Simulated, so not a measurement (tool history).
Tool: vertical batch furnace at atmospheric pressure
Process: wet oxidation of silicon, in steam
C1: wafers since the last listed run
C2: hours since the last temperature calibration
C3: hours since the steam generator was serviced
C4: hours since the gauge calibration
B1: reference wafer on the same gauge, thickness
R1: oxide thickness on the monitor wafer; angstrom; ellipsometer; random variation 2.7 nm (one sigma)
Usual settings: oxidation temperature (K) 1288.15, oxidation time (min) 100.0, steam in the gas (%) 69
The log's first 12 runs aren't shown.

run 13 hour=503.2 | oxidation_temperature_(K)=1288.15 oxidation_time_(min)=62.0 steam_in_the_gas_(%)=62 | C1=519 C2=132.1 C3=1025.3 C4=312.4 | B1=543.52 | R1=3937.5
run 14 hour=556.9 | oxidation_temperature_(K)=1303.15 oxidation_time_(min)=77.5 steam_in_the_gas_(%)=75 | C1=766 C2=185.8 C3=1079.0 C4=366.1 | B1=543.59 | R1=5617.1
run 15 hour=581.9 | oxidation_temperature_(K)=1288.15 oxidation_time_(min)=100.0 steam_in_the_gas_(%)=69 | C1=357 C2=210.8 C3=1104.0 C4=391.1 | B1=543.78 | R1=5682.7
run 16 hour=607.2 | oxidation_temperature_(K)=1288.15 oxidation_time_(min)=100.0 steam_in_the_gas_(%)=69 | C1=361 C2=236.1 C3=1129.3 C4=416.4 | B1=543.32 | R1=5673.4
run 17 hour=671.5 | oxidation_temperature_(K)=1296.15 oxidation_time_(min)=131.0 steam_in_the_gas_(%)=66 | C1=918 C2=300.4 C3=1193.6 C4=480.7 | B1=544.98 | R1=6815.3
run 18 hour=733.2 | oxidation_temperature_(K)=1288.15 oxidation_time_(min)=100.0 steam_in_the_gas_(%)=69 | C1=881 C2=362.1 C3=1255.3 C4=542.4 | B1=543.67 | R1=5639.0
run 19 hour=804.2 | oxidation_temperature_(K)=1266.15 oxidation_time_(min)=100.0 steam_in_the_gas_(%)=75 | C1=1014 C2=433.1 C3=1326.3 C4=613.4 | B1=544.09 | R1=5230.0
run 20 hour=872.0 | oxidation_temperature_(K)=1301.15 oxidation_time_(min)=117.5 steam_in_the_gas_(%)=69 | C1=968 C2=500.9 C3=1394.1 C4=681.2 | B1=544.39 | R1=6695.3
-- hour=900.1 steam generator serviced
run 21 hour=928.9 | oxidation_temperature_(K)=1305.15 oxidation_time_(min)=100.0 steam_in_the_gas_(%)=78 | C1=469 C2=557.8 C3=28.8 C4=738.1 | B1=543.36 | R1=6551.0
run 22 hour=961.8 | oxidation_temperature_(K)=1288.15 oxidation_time_(min)=62.0 steam_in_the_gas_(%)=62 | C1=469 C2=590.7 C3=61.7 C4=771.0 | B1=544.01 | R1=3797.7
run 23 hour=992.7 | oxidation_temperature_(K)=1288.15 oxidation_time_(min)=100.0 steam_in_the_gas_(%)=80 | C1=441 C2=621.6 C3=92.6 C4=801.9 | B1=544.52 | R1=6046.4
run 24 hour=1056.8 | oxidation_temperature_(K)=1274.15 oxidation_time_(min)=148.0 steam_in_the_gas_(%)=69 | C1=915 C2=685.7 C3=156.7 C4=866.0 | B1=543.32 | R1=6485.1
run 25 hour=1135.4 | oxidation_temperature_(K)=1297.15 oxidation_time_(min)=112.5 steam_in_the_gas_(%)=76 | C1=1122 C2=764.3 C3=235.3 C4=944.6 | B1=544.10 | R1=6547.5
run 26 hour=1174.1 | oxidation_temperature_(K)=1288.15 oxidation_time_(min)=100.0 steam_in_the_gas_(%)=59 | C1=552 C2=803.0 C3=274.0 C4=983.3 | B1=544.35 | R1=4961.4
run 27 hour=1238.8 | oxidation_temperature_(K)=1268.15 oxidation_time_(min)=132.5 steam_in_the_gas_(%)=64 | C1=924 C2=867.7 C3=338.7 C4=1048.0 | B1=544.41 | R1=5482.2
run 28 hour=1278.5 | oxidation_temperature_(K)=1301.15 oxidation_time_(min)=133.0 steam_in_the_gas_(%)=61 | C1=567 C2=907.4 C3=378.4 C4=1087.7 | B1=544.28 | R1=6540.2
run 29 hour=1342.1 | oxidation_temperature_(K)=1288.15 oxidation_time_(min)=78.5 steam_in_the_gas_(%)=73 | C1=908 C2=971.0 C3=442.0 C4=1151.3 | B1=544.36 | R1=4852.7
-- hour=1390.8 steam generator serviced, repeated, since the last time left the tool worse
run 30 hour=1396.6 | oxidation_temperature_(K)=1273.15 oxidation_time_(min)=79.5 steam_in_the_gas_(%)=64 | C1=435 C2=1025.5 C3=5.8 C4=1205.8 | B1=544.17 | R1=4381.3
run 31 hour=1430.2 | oxidation_temperature_(K)=1288.15 oxidation_time_(min)=100.0 steam_in_the_gas_(%)=76 | C1=479 C2=1059.1 C3=39.4 C4=1239.4 | B1=544.71 | R1=6154.0
run 32 hour=1480.2 | oxidation_temperature_(K)=1307.15 oxidation_time_(min)=79.0 steam_in_the_gas_(%)=69 | C1=714 C2=1109.1 C3=89.4 C4=1289.4 | B1=543.22 | R1=5595.6
run 33 hour=1522.2 | oxidation_temperature_(K)=1308.15 oxidation_time_(min)=100.0 steam_in_the_gas_(%)=69 | C1=599 C2=1151.1 C3=131.4 C4=1331.4 | B1=544.78 | R1=6435.6
run 34 hour=1572.4 | oxidation_temperature_(K)=1311.15 oxidation_time_(min)=77.5 steam_in_the_gas_(%)=74 | C1=716 C2=1201.3 C3=181.6 C4=1381.6 | B1=543.75 | R1=5868.0
run 35 hour=1598.3 | oxidation_temperature_(K)=1295.15 oxidation_time_(min)=62.0 steam_in_the_gas_(%)=69 | C1=369 C2=1227.2 C3=207.5 C4=1407.5 | B1=543.87 | R1=4492.3
run 36 hour=1639.0 | oxidation_temperature_(K)=1298.15 oxidation_time_(min)=64.5 steam_in_the_gas_(%)=78 | C1=581 C2=1267.9 C3=248.2 C4=1448.2 | B1=544.21 | R1=5012.0
run 37 hour=1688.1 | oxidation_temperature_(K)=1288.15 oxidation_time_(min)=100.0 steam_in_the_gas_(%)=69 | C1=701 C2=1317.0 C3=297.3 C4=1497.3 | B1=543.61 | R1=5721.7

Forecast each of these 5 alternatives for the next run:
run A hour=1693.2 | oxidation_temperature_(K)=1288.15 oxidation_time_(min)=100.0 steam_in_the_gas_(%)=69 | C1=72 C2=1322.1 C3=302.4 C4=1502.4 | B1=? | R1=?
run B hour=1693.2 | oxidation_temperature_(K)=1288.15 oxidation_time_(min)=137.0 steam_in_the_gas_(%)=61 | C1=72 C2=1322.1 C3=302.4 C4=1502.4 | B1=? | R1=?
run C hour=1693.2 | oxidation_temperature_(K)=1271.15 oxidation_time_(min)=56.5 steam_in_the_gas_(%)=76 | C1=72 C2=1322.1 C3=302.4 C4=1502.4 | B1=? | R1=?
run D hour=1693.2 | oxidation_temperature_(K)=1308.15 oxidation_time_(min)=100.0 steam_in_the_gas_(%)=76 | C1=72 C2=1322.1 C3=302.4 C4=1502.4 | B1=? | R1=?
run E hour=1693.2 | oxidation_temperature_(K)=1288.15 oxidation_time_(min)=100.0 steam_in_the_gas_(%)=61 | C1=72 C2=1322.1 C3=302.4 C4=1502.4 | B1=? | R1=?

run=A B1=545.26 R1=5783.2
run=B B1=545.26 R1=6506.0
run=C B1=545.26 R1=3832.2
run=D B1=545.26 R1=6837.3
run=E B1=545.26 R1=5357.4
Without the tool's hidden state the same runs would have given:
run=A R1=5833.2
run=B R1=6561.6
run=C R1=3867.3
run=D R1=6894.1
run=E R1=5404.1
